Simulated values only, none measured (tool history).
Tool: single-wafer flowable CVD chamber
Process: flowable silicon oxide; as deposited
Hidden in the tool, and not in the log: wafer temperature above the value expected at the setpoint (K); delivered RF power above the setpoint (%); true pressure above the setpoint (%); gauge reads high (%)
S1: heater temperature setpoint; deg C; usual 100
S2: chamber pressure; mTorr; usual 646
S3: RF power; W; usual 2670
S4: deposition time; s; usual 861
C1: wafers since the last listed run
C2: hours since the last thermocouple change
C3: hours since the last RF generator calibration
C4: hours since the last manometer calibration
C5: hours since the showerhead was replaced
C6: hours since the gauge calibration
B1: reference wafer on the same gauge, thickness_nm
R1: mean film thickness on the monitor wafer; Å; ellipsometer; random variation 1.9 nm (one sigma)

run 1 hour=0 | S1=97 S2=646 S3=2670 S4=861 | C1=0 C2=2123.2 C3=1522.8 C4=714.2 C5=6218.1 C6=368.5 | B1=426.496 | R1=4887.99
run 2 hour=16 | S1=97 S2=646 S3=2670 S4=861 | C1=45 C2=2139.2 C3=1538.8 C4=730.2 C5=6234.1 C6=384.5 | B1=425.814 | R1=4886.39
run 3 hour=30.2 | S1=100 S2=564 S3=2670 S4=861 | C1=40 C2=2153.4 C3=1553 C4=744.4 C5=6248.3 C6=398.7 | B1=426.145 | R1=3936.7
run 4 hour=41.9 | S1=100 S2=544 S3=2670 S4=861 | C1=33 C2=2165.1 C3=1564.7 C4=756.1 C5=6260 C6=410.4 | B1=426.735 | R1=3798.79
run 5 hour=48.8 | S1=100 S2=544 S3=2670 S4=861 | C1=19 C2=2172 C3=1571.6 C4=763 C5=6266.9 C6=417.3 | B1=426.304 | R1=3810.8
run 6 hour=56.6 | S1=100 S2=544 S3=2670 S4=861 | C1=22 C2=2179.8 C3=1579.4 C4=770.8 C5=6274.7 C6=425.1 | B1=426.868 | R1=3800.53
run 7 hour=68.5 | S1=100 S2=646 S3=2670 S4=861 | C1=33 C2=2191.7 C3=1591.3 C4=782.7 C5=6286.6 C6=437 | B1=427.721 | R1=4514.64
run 8 hour=77 | S1=100 S2=646 S3=2670 S4=861 | C1=24 C2=2200.2 C3=1599.8 C4=791.2 C5=6295.1 C6=445.5 | B1=426.969 | R1=4527.36
run 9 hour=85 | S1=100 S2=646 S3=2670 S4=861 | C1=22 C2=2208.2 C3=1607.8 C4=799.2 C5=6303.1 C6=453.5 | B1=426.103 | R1=4511.85
run 10 hour=95.8 | S1=108 S2=646 S3=2670 S4=861 | C1=30 C2=2219 C3=1618.6 C4=810 C5=6313.9 C6=464.3 | B1=426.971 | R1=3554.12
run 11 hour=113.4 | S1=100 S2=646 S3=2670 S4=861 | C1=49 C2=2236.6 C3=1636.2 C4=827.6 C5=6331.5 C6=481.9 | B1=426.561 | R1=4546.58
run 12 hour=124.9 | S1=100 S2=646 S3=2835 S4=940 | C1=32 C2=2248.1 C3=1647.7 C4=839.1 C5=6343 C6=493.4 | B1=426.108 | R1=4988.69
run 13 hour=134.9 | S1=100 S2=687 S3=2670 S4=921 | C1=28 C2=2258.1 C3=1657.7 C4=849.1 C5=6353 C6=503.4 | B1=427.17 | R1=5199.11
run 14 hour=141.9 | S1=100 S2=646 S3=2315 S4=861 | C1=19 C2=2265.1 C3=1664.7 C4=856.1 C5=6360 C6=510.4 | B1=425.908 | R1=4370.28
run 15 hour=152.1 | S1=89 S2=534 S3=2245 S4=905 | C1=28 C2=2275.3 C3=1674.9 C4=866.3 C5=6370.2 C6=520.6 | B1=426.929 | R1=5234.54
-- hour=185.5 gauge calibrated
run 16 hour=205.7 | S1=100 S2=564 S3=2670 S4=861 | C1=151 C2=2328.9 C3=1728.5 C4=919.9 C5=6423.8 C6=20.2 | B1=426.942 | R1=3986.55
-- hour=215.6 capacitance manometer re-zeroed and calibrated
-- hour=219.1 RF generator calibrated
run 17 hour=219.6 | S1=100 S2=646 S3=2670 S4=815 | C1=6 C2=2342.8 C3=0.5 C4=4 C5=6437.7 C6=34.1 | B1=427.353 | R1=4032.75
run 18 hour=226.8 | S1=100 S2=646 S3=2670 S4=713 | C1=20 C2=2350 C3=7.7 C4=11.2 C5=6444.9 C6=41.3 | B1=426.747 | R1=3535.24
-- hour=237.3 showerhead replaced
run 19 hour=241.4 | S1=100 S2=646 S3=2670 S4=861 | C1=18 C2=2364.6 C3=22.3 C4=25.8 C5=4.1 C6=55.9 | B1=427.035 | R1=4266.64
-- hour=254.9 thermocouple changed; heater temperature recalibrated
run 20 hour=255.4 | S1=100 S2=646 S3=2670 S4=737 | C1=16 C2=0.5 C3=36.3 C4=39.8 C5=18.1 C6=69.9 | B1=427.307 | R1=3644.15
run 21 hour=256 | S1=91 S2=646 S3=2295 S4=861 | C1=1 C2=1.1 C3=36.9 C4=40.4 C5=18.7 C6=70.5 | B1=427.094 | R1=5334.15
run 22 hour=272.4 | S1=100 S2=646 S3=3135 S4=861 | C1=46 C2=17.5 C3=53.3 C4=56.8 C5=35.1 C6=86.9 | B1=427.491 | R1=4367.63
run 23 hour=284.6 | S1=111 S2=646 S3=3075 S4=861 | C1=34 C2=29.7 C3=65.5 C4=69 C5=47.3 C6=99.1 | B1=427.478 | R1=3192.79
run 24 hour=297.3 | S1=100 S2=763 S3=2670 S4=780 | C1=35 C2=42.4 C3=78.2 C4=81.7 C5=60 C6=111.8 | B1=426.834 | R1=4625.82
run 25 hour=319.2 | S1=100 S2=594 S3=2860 S4=999 | C1=61 C2=64.3 C3=100.1 C4=103.6 C5=81.9 C6=133.7 | B1=427.924 | R1=4636
run 26 hour=330.8 | S1=100 S2=728 S3=2670 S4=927 | C1=32 C2=75.9 C3=111.7 C4=115.2 C5=93.5 C6=145.3 | B1=426.257 | R1=5216.08
run 27 hour=336.9 | S1=100 S2=646 S3=2670 S4=861 | C1=17 C2=82 C3=117.8 C4=121.3 C5=99.6 C6=151.4 | B1=427.029 | R1=4324.2
run 28 hour=344.8 | S1=100 S2=646 S3=2670 S4=952 | C1=22 C2=89.9 C3=125.7 C4=129.2 C5=107.5 C6=159.3 | B1=427.505 | R1=4764.43
run 29 hour=351.1 | S1=100 S2=568 S3=2670 S4=710 | C1=17 C2=96.2 C3=132 C4=135.5 C5=113.8 C6=165.6 | B1=427.871 | R1=3118.14

Forecast each of these 3 alternatives for the next run:
run A hour=351.7 | S1=100 S2=646 S3=3005 S4=861 | C1=1 C2=96.8 C3=132.6 C4=136.1 C5=114.4 C6=166.2 | B1=? | R1=?
run B hour=351.7 | S1=89 S2=801 S3=3075 S4=1015 | C1=1 C2=96.8 C3=132.6 C4=136.1 C5=114.4 C6=166.2 | B1=? | R1=?
run C hour=351.7 | S1=90 S2=790 S3=2670 S4=861 | C1=1 C2=96.8 C3=132.6 C4=136.1 C5=114.4 C6=166.2 | B1=? | R1=?

run=A B1=426.851 R1=4394.75
run=B B1=426.851 R1=8899.21
run=C B1=426.851 R1=7091.08
Without the tool's hidden state the same runs would have given:
run=A R1=4314.97
run=B R1=8742.99
run=C R1=6966.6
